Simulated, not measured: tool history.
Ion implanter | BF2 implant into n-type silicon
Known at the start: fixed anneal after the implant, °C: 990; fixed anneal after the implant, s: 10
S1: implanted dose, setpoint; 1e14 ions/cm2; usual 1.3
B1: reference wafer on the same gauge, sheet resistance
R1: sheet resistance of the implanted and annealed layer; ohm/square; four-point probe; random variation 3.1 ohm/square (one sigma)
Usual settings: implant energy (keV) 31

{"run": 1, "day": 0.0, "S1": 1.3, "implant energy (keV)": 31, "B1": 738.09, "R1": 752.29}
{"run": 2, "day": 2.212, "S1": 1.3, "implant energy (keV)": 31, "B1": 737.54, "R1": 749.32}
{"run": 3, "day": 4.6, "S1": 1.3, "implant energy (keV)": 31, "B1": 737.2, "R1": 756.2}
{"run": 4, "day": 6.371, "S1": 1.3, "implant energy (keV)": 31, "B1": 737.41, "R1": 749.17}
{"run": 5, "day": 8.925, "S1": 1.3, "implant energy (keV)": 31, "B1": 739.85, "R1": 748.99}
{"run": 6, "day": 11.292, "S1": 1.22, "implant energy (keV)": 31, "B1": 738.88, "R1": 784.27}
{"run": 7, "day": 14.508, "S1": 1.22, "implant energy (keV)": 31, "B1": 737.85, "R1": 784.37}
{"run": 8, "day": 16.504, "S1": 1.22, "implant energy (keV)": 31, "B1": 737.82, "R1": 778.66}
{"run": 9, "day": 18.425, "S1": 1.53, "implant energy (keV)": 35, "B1": 738.98, "R1": 645.66}
{"day": 18.733, "done": "gauge calibrated"}
{"run": 10, "day": 21.379, "S1": 1.3, "implant energy (keV)": 24.5, "B1": 738.32, "R1": 772.07}
{"run": 11, "day": 25.179, "S1": 1.3, "implant energy (keV)": 24.5, "B1": 738.44, "R1": 771.57}
{"run": 12, "day": 26.875, "S1": 1.3, "implant energy (keV)": 31, "B1": 738.01, "R1": 732.4}
{"run": 13, "day": 30.617, "S1": 1.2, "implant energy (keV)": 31, "B1": 736.38, "R1": 781.44}
{"day": 32.883, "done": "Faraday cup replaced and dose calibrated"}
{"run": 14, "day": 32.904, "S1": 1.2, "implant energy (keV)": 31, "B1": 738.54, "R1": 799.74}
{"run": 15, "day": 34.567, "S1": 1.2, "implant energy (keV)": 31, "B1": 737.51, "R1": 803.67}
{"run": 16, "day": 36.683, "S1": 1.3, "implant energy (keV)": 31, "B1": 736.96, "R1": 753.1}

Forecast run 17:
{"run": 17, "day": 40.396, "S1": 1.66, "implant energy (keV)": 37.5, "B1": "?", "R1": "?"}

{"run 17": {"B1": 737.89, "R1": 611.55}}
Without the tool's hidden state the same run would have given R1 610.49 ohm/square.

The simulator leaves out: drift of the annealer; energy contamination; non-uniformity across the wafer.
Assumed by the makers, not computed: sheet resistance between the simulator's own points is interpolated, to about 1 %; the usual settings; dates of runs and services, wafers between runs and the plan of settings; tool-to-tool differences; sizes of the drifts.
